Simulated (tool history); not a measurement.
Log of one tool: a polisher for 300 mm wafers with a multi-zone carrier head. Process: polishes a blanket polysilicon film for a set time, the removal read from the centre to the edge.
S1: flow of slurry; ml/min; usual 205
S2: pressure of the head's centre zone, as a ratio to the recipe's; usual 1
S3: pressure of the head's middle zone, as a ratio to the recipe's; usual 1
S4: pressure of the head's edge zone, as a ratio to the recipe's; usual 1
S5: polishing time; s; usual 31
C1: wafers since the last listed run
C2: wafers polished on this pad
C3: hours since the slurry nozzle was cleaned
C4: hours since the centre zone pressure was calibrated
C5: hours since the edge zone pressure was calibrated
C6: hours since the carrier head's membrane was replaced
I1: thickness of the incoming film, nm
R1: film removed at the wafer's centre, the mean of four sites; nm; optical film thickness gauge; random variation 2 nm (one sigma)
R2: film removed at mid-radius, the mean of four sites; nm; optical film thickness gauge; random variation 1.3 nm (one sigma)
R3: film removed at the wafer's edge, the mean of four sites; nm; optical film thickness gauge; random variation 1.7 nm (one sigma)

Run 1, hour 0: usual settings but S1 135 ml/min, S4 0.95, S5 36 s; C1 0; C2 2869; C3 646.9; C4 468.9; C5 54.3; C6 618.6; I1 2033. Result: R1 148 nm, R2 145.7 nm, R3 149.5 nm.
Run 2, hour 36.6: usual settings but S1 140 ml/min, S3 0.93, S4 1.1, S5 37 s; C1 549; C2 3419; C3 683.5; C4 505.5; C5 90.9; C6 655.2; I1 1986.5. Result: R1 150.1 nm, R2 140.6 nm, R3 168.2 nm.
Run 3, hour 109.5: usual settings but S1 235 ml/min, S4 0.88; C1 1094; C2 4513; C3 756.4; C4 578.4; C5 163.8; C6 728.1; I1 2019.4. Result: R1 144.2 nm, R2 143.7 nm, R3 140.6 nm.
At hour 164.6: slurry nozzle cleaned.
Run 4, hour 166.8: usual settings but S2 0.9; C1 845; C2 5359; C3 2.2; C4 635.7; C5 221.1; C6 785.4; I1 2018.8. Result: R1 138.8 nm, R2 151.5 nm, R3 155.6 nm.
Run 5, hour 240.7: usual settings but S1 150 ml/min, S2 1.09; C1 1109; C2 6469; C3 76.1; C4 709.6; C5 295; C6 859.3; I1 2018.5. Result: R1 157.9 nm, R2 137.9 nm, R3 146.4 nm.
Run 6, hour 306.5: usual settings but S1 230 ml/min, S2 0.88, S3 0.89, S5 21 s; C1 988; C2 7457; C3 141.9; C4 775.4; C5 360.8; C6 925.1; I1 2030.6. Result: R1 93.3 nm, R2 91.9 nm, R3 102.9 nm.
At hour 403.9: centre zone pressure recalibrated.
At hour 472.1: carrier head's membrane replaced by a new one.
At hour 495.4: worn pad replaced by a new one.
Run 7, hour 596.2: usual settings but S2 1.12, S3 0.92; C1 4185; C2 1513; C3 431.6; C4 192.3; C5 650.5; C6 124.1; I1 2035. Result: R1 163.4 nm, R2 135.3 nm, R3 147.5 nm.
Run 8, hour 679.7: usual settings but S2 0.88, S3 1.07, S4 0.97, S5 24 s; C1 1253; C2 2767; C3 515.1; C4 275.8; C5 734; C6 207.6; I1 2040.3. Result: R1 101.8 nm, R2 117.5 nm, R3 111.5 nm.
Run 9, hour 784.2: usual settings but S3 1.05, S5 24 s; C1 1569; C2 4336; C3 619.6; C4 380.3; C5 838.5; C6 312.1; I1 2047.2. Result: R1 111.4 nm, R2 114.4 nm, R3 113.6 nm.
Run 10, hour 840.8: usual settings but S2 1.07, S3 0.97, S4 1.09, S5 22 s; C1 849; C2 5186; C3 676.2; C4 436.9; C5 895.1; C6 368.7; I1 1998. Result: R1 108.7 nm, R2 95.8 nm, R3 107.4 nm.
At hour 911.1: slurry nozzle cleaned.
Run 11, hour 930.3: usual settings but S4 0.89; C1 1329; C2 6515; C3 19.2; C4 526.4; C5 984.6; C6 458.2; I1 1997.7. Result: R1 154.8 nm, R2 150.8 nm, R3 147.7 nm.
At hour 945: edge zone pressure recalibrated.
Run 12, hour 1007.1: usual settings; C1 1123; C2 7638; C3 96; C4 603.2; C5 62.1; C6 535; I1 2037.9. Result: R1 148.8 nm, R2 148.4 nm, R3 153.8 nm.
Run 13, hour 1053.5: usual settings but S1 230 ml/min, S2 0.91, S3 0.9, S4 0.94; C1 696; C2 8335; C3 142.4; C4 649.6; C5 108.5; C6 581.4; I1 2054.6. Result: R1 143 nm, R2 138.8 nm, R3 150.3 nm.
Run 14, hour 1132.8: usual settings but S1 270 ml/min, S2 0.89, S3 0.94, S5 37 s; C1 1190; C2 9526; C3 221.7; C4 728.9; C5 187.8; C6 660.7; I1 1989.1. Result: R1 166.1 nm, R2 173.7 nm, R3 184.2 nm.
Run 15, hour 1231: usual settings; C1 1474; C2 11001; C3 319.9; C4 827.1; C5 286; C6 758.9; I1 2034.3. Result: R1 151.9 nm, R2 146.7 nm, R3 152.3 nm.
Run 16, hour 1319.5: usual settings; C1 1329; C2 12330; C3 408.4; C4 915.6; C5 374.5; C6 847.4; I1 2006.7. Result: R1 151.8 nm, R2 144.7 nm, R3 149.9 nm.
At hour 1328.7: centre zone pressure recalibrated.
Run 17, hour 1377.1: usual settings; C1 834; C2 13165; C3 466; C4 48.4; C5 432.1; C6 905; I1 2011.4. Result: R1 147.6 nm, R2 144.9 nm, R3 149.6 nm.
At hour 1411.9: worn pad replaced by a new one.
Run 18, hour 1415.3: usual settings; C1 513; C2 51; C3 504.2; C4 86.6; C5 470.3; C6 943.2; I1 2051. Result: R1 147.6 nm, R2 144.1 nm, R3 147.9 nm.
At hour 1455.9: carrier head's membrane replaced by a new one.
Run 19, hour 1460.9: usual settings but S5 28 s; C1 609; C2 660; C3 549.8; C4 132.2; C5 515.9; C6 5; I1 2052. Result: R1 134.3 nm, R2 129.8 nm, R3 133.7 nm.
Run 20, hour 1529.9: usual settings but S2 0.93; C1 1036; C2 1697; C3 618.8; C4 201.2; C5 584.9; C6 74; I1 2069.1. Result: R1 134.1 nm, R2 144.2 nm, R3 147.4 nm.
Run 21, hour 1625.5: usual settings but S1 155 ml/min, S2 1.03; C1 1435; C2 3132; C3 714.4; C4 296.8; C5 680.5; C6 169.6; I1 2034.8. Result: R1 134.3 nm, R2 131.2 nm, R3 134.9 nm.
At hour 1663.3: slurry nozzle cleaned.
Run 22, hour 1681.3: usual settings but S5 42 s; C1 822; C2 3955; C3 18; C4 352.6; C5 736.3; C6 225.4; I1 2018.9. Result: R1 202.7 nm, R2 204.6 nm, R3 209.3 nm.
Run 23, hour 1719.5: usual settings but S2 1.09; C1 573; C2 4529; C3 56.2; C4 390.8; C5 774.5; C6 263.6; I1 2013.6. Result: R1 161.5 nm, R2 148.2 nm, R3 151.4 nm.

Forecast each of these 3 alternatives for the next run:
Run A, hour 1719.9: usual settings but S5 23 s; C1 6; C2 4535; C3 56.6; C4 391.2; C5 774.9; C6 264; I1 2024.8. Result: R1 ?, R2 ?, R3 ?.
Run B, hour 1719.9: usual settings but S1 175 ml/min, S3 1.1; C1 6; C2 4535; C3 56.6; C4 391.2; C5 774.9; C6 264; I1 2024.8. Result: R1 ?, R2 ?, R3 ?.
Run C, hour 1719.9: usual settings but S2 0.92, S4 0.96; C1 6; C2 4535; C3 56.6; C4 391.2; C5 774.9; C6 264; I1 2024.8. Result: R1 ?, R2 ?, R3 ?.

run     R1     R2     R3
  A  115.7  108.9  114.3
  B  151.1  154.6  150.6
  C  143.3  146.8  151.5
Without the tool's hidden state the same runs would have given:
run     R1     R2     R3
  A  116.9  109.9  115.1
  B    153  156.4  151.9
  C  144.9  148.2  152.6
